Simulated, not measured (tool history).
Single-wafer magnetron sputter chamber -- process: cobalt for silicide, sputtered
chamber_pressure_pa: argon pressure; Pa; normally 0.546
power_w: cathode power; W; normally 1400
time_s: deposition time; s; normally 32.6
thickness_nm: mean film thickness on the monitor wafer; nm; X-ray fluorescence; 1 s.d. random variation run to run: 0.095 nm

run    hour  chamber_pressure_pa  power_w  time_s  wafers since the last listed run  wafers on the sputter target  hours since the last manometer calibration  hours since the magnet pack was replaced  hours since the gauge calibration  read-back reference wafer on the same gauge, thickness_nm  thickness_nm
  1     0.0                0.546     1400    32.6                                 0                          1360                                        19.0                                    8460.7                              872.2                                                     23.991        21.372
  2    37.3                0.546     1500    32.6                               769                          2130                                        56.3                                    8498.0                              909.5                                                     23.994        22.582
  3   100.1                0.546     1400    32.6                              1295                          3426                                       119.1                                    8560.8                              972.3                                                     24.026        21.014
  4   145.5                0.546     1400    32.6                               936                          4363                                       164.5                                    8606.2                             1017.7                                                     23.980        20.723
      196.5  -- gauge calibrated
  5   231.5                0.546     1400    32.6                              1774                          6137                                       250.5                                    8692.2                               35.0                                                     24.007        20.383
  6   292.2                0.546     1400    32.6                              1252                          7390                                       311.2                                    8752.9                               95.7                                                     24.005        20.394
      329.8  -- sputter target and shields replaced
  7   358.0                0.546     1400    32.6                              1192                           582                                       377.0                                    8818.7                              161.5                                                     23.997        21.311
  8   423.7                0.622     1400    30.0                              1355                          1938                                       442.7                                    8884.4                              227.2                                                     23.995        19.291
  9   526.7                0.622     1400    30.0                              2125                          4063                                       545.7                                    8987.4                              330.2                                                     24.008        19.028
 10   589.4                0.546     1400    31.1                              1293                          5357                                       608.4                                    9050.1                              392.9                                                     24.004        19.937
      665.7  -- sputter target and shields replaced
 11   684.0                0.546     1400    31.1                              1786                           378                                       703.0                                    9144.7                              487.5                                                     24.000        20.212
 12   765.0                0.432     1400    32.6                              1671                          2049                                       784.0                                    9225.7                              568.5                                                     23.993        21.683
      792.7  -- magnet pack replaced, of another model than before
 13   832.9                0.432     1400    32.6                              1236                          3285                                       851.9                                      40.2                              636.4                                                     23.983        22.079
      866.8  -- capacitance manometer re-zeroed and calibrated
 14   880.5                0.546     1400    32.6                               817                          4103                                        13.7                                      87.8                              684.0                                                     24.009        20.792
 15   933.6                0.707     1400    37.5                              1095                          5198                                        66.8                                     140.9                              737.1                                                     24.009        22.402
 16  1036.1                0.670     1250    29.9                              2115                          7313                                       169.3                                     243.4                              839.6                                                     24.001        15.839
     1049.5  -- sputter target and shields replaced
 17  1083.8                0.546     1700    32.6                               819                           706                                       217.0                                     291.1                              887.3                                                     23.974        25.951
 18  1132.3                0.486     1400    26.3                              1000                          1707                                       265.5                                     339.6                              935.8                                                     24.013        17.416
 19  1238.9                0.546     1400    32.6                              2199                          3907                                       372.1                                     446.2                             1042.4                                                     23.998        21.073
     1315.3  -- gauge calibrated
 20  1321.2                0.546     1400    32.6                              1698                          5605                                       454.4                                     528.5                                5.9                                                     23.997        20.615
 21  1396.3                0.546     1400    32.6                              1549                          7155                                       529.5                                     603.6                               81.0                                                     24.018        20.276
 22  1438.4                0.656     1750    38.6                               868                          8024                                       571.6                                     645.7                              123.1                                                     24.007        28.765
     1447.7  -- sputter target and shields replaced
 23  1519.7                0.432     1400    32.6                              1512                          1486                                       652.9                                     727.0                              204.4                                                     23.996        22.453
 24  1574.0                0.683     1650    27.4                              1120                          2606                                       707.2                                     781.3                              258.7                                                     23.990        19.913
 25  1611.9                0.546     1400    32.6                               782                          3388                                       745.1                                     819.2                              296.6                                                     23.991        21.083
 26  1668.5                0.680     1750    32.6                              1167                          4556                                       801.7                                     875.8                              353.2                                                     24.006        24.831
     1779.6  -- capacitance manometer re-zeroed and calibrated
     1783.3  -- sputter target and shields replaced
 27  1783.8                0.546     1400    32.6                              2138                            11                                         4.2                                     991.1                              468.5                                                     23.994        21.492
 28  1866.2                0.626     1400    35.9                              1700                          1711                                        86.6                                    1073.5                              550.9                                                     23.991        22.872

What if the next run were any one of these 4? Each begins from the tool's condition after run 28:
  A  1866.6                0.546     1400    32.6                                 8                          1719                                        87.0                                    1073.9                              551.3                                                          ?             ?
  B  1866.6                0.412     1400    32.6                                 8                          1719                                        87.0                                    1073.9                              551.3                                                          ?             ?
  C  1866.6                0.546     1100    30.5                                 8                          1719                                        87.0                                    1073.9                              551.3                                                          ?             ?
  D  1866.6                0.612     1400    27.7                                 8                          1719                                        87.0                                    1073.9                              551.3                                                          ?             ?

run  read-back reference wafer on the same gauge, thickness_nm  thickness_nm
  A                                                     24.008        21.315
  B                                                     24.008        22.448
  C                                                     24.008        15.669
  D                                                     24.008        17.661
What these runs would have given with no unlogged condition in the tool:
run  thickness_nm
  A        21.392
  B        22.529
  C        15.726
  D        17.726

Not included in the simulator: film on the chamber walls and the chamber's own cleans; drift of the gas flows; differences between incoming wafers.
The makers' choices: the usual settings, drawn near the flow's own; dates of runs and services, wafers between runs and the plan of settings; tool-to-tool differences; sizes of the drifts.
